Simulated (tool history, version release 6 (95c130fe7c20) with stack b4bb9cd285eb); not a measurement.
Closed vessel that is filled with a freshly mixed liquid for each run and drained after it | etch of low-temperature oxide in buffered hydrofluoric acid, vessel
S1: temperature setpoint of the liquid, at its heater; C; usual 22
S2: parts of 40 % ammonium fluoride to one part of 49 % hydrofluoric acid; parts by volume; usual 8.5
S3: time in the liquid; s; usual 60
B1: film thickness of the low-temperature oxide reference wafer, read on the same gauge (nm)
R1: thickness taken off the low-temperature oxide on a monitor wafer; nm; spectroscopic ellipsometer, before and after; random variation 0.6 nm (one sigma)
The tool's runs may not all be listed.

Run 1, hour 0: usual settings but S1 24 C; B1 100.03. Result: R1 183.69 nm.
Run 2, hour 30.4: usual settings but S1 24 C; B1 100.01. Result: R1 183.86 nm.
Run 3, hour 52.4: usual settings but S1 23 C; B1 99.99. Result: R1 174.73 nm.
Run 4, hour 65.1: usual settings but S1 23 C; B1 100.01. Result: R1 174.79 nm.
Run 5, hour 98: usual settings but S3 50 s; B1 100.01. Result: R1 138.21 nm.
Run 6, hour 118.9: usual settings but S3 50 s; B1 99.98. Result: R1 137.22 nm.
Run 7, hour 137.1: usual settings but S3 50 s; B1 100. Result: R1 137.76 nm.
Run 8, hour 156.2: usual settings; B1 100.05. Result: R1 165.69 nm.
Run 9, hour 188.2: usual settings but S1 25 C; B1 100. Result: R1 195.38 nm.
Run 10, hour 203.5: usual settings but S1 25 C; B1 99.98. Result: R1 196.3 nm.
Run 11, hour 226.5: usual settings but S1 25 C; B1 100.02. Result: R1 196.31 nm.
Run 12, hour 252.1: usual settings but S1 19.5 C; B1 100. Result: R1 145.29 nm.
Run 13, hour 277.8: usual settings but S1 19.5 C; B1 99.98. Result: R1 145.65 nm.
Run 14, hour 310.8: usual settings but S1 19.5 C; B1 100.01. Result: R1 144.58 nm.
Run 15, hour 335.6: usual settings; B1 99.99. Result: R1 167.41 nm.
Run 16, hour 350: usual settings but S1 25.5 C; B1 100. Result: R1 200.85 nm.
At hour 364.2: hydrofluoric acid flow meter replaced.
Run 17, hour 380.9: usual settings but S2 10 parts by volume; B1 99.99. Result: R1 146.8 nm.
Run 18, hour 393: usual settings but S3 75 s; B1 100.02. Result: R1 209.65 nm.
Run 19, hour 417.6: usual settings but S1 17.5 C, S2 5.5 parts by volume; B1 99.99. Result: R1 197.48 nm.
At hour 430.2: thermometer replaced.
Run 20, hour 443.4: usual settings but S1 26.5 C, S2 7.5 parts by volume, S3 30 s; B1 100. Result: R1 113.36 nm.
Run 21, hour 473.1: usual settings; B1 100.01. Result: R1 155.9 nm.
At hour 491.9: gauge calibrated.
Run 22, hour 495.1: usual settings but S1 18 C, S3 45 s; B1 100.06. Result: R1 93.83 nm.
Run 23, hour 510.3: usual settings; B1 100.01. Result: R1 156.89 nm.
Run 24, hour 527.9: usual settings but S1 24.5 C, S2 9.5 parts by volume, S3 85 s; B1 100.02. Result: R1 231.83 nm.
Run 25, hour 541.1: usual settings but S2 11 parts by volume, S3 50 s; B1 99.95. Result: R1 105.1 nm.
Run 26, hour 575.8: usual settings but S2 11.5 parts by volume, S3 90 s; B1 99.97. Result: R1 180.5 nm.
Run 27, hour 603.2: usual settings but S1 26 C, S2 11.5 parts by volume, S3 70 s; B1 100. Result: R1 174.81 nm.
Run 28, hour 619.9: usual settings; B1 99.96. Result: R1 157.11 nm.
Run 29, hour 643.3: usual settings but S1 25 C, S2 5.5 parts by volume, S3 30 s; B1 100.01. Result: R1 140.65 nm.
Run 30, hour 666.8: usual settings; B1 100.05. Result: R1 157.65 nm.
Run 31, hour 740.9: usual settings but S1 26.5 C, S2 6 parts by volume, S3 70 s; B1 100.02. Result: R1 331.53 nm.
Run 32, hour 775.1: usual settings but S1 20 C, S2 7 parts by volume; B1 100.04. Result: R1 174.23 nm.
Run 33, hour 806.2: usual settings; B1 99.96. Result: R1 157.89 nm.

Forecast each of these 3 alternatives for the next run:
Run A, hour 806.9: usual settings; B1 ?. Result: R1 ?.
Run B, hour 806.9: usual settings but S1 18.5 C, S2 7.5 parts by volume; B1 ?. Result: R1 ?.
Run C, hour 806.9: usual settings but S1 25.5 C, S2 6 parts by volume; B1 ?. Result: R1 ?.

run     B1      R1
  A  99.98  157.32
  B  99.98  148.23
  C  99.98  268.36
Without the tool's hidden state the same runs would have given:
run      R1
  A     155
  B  145.99
  C  264.49
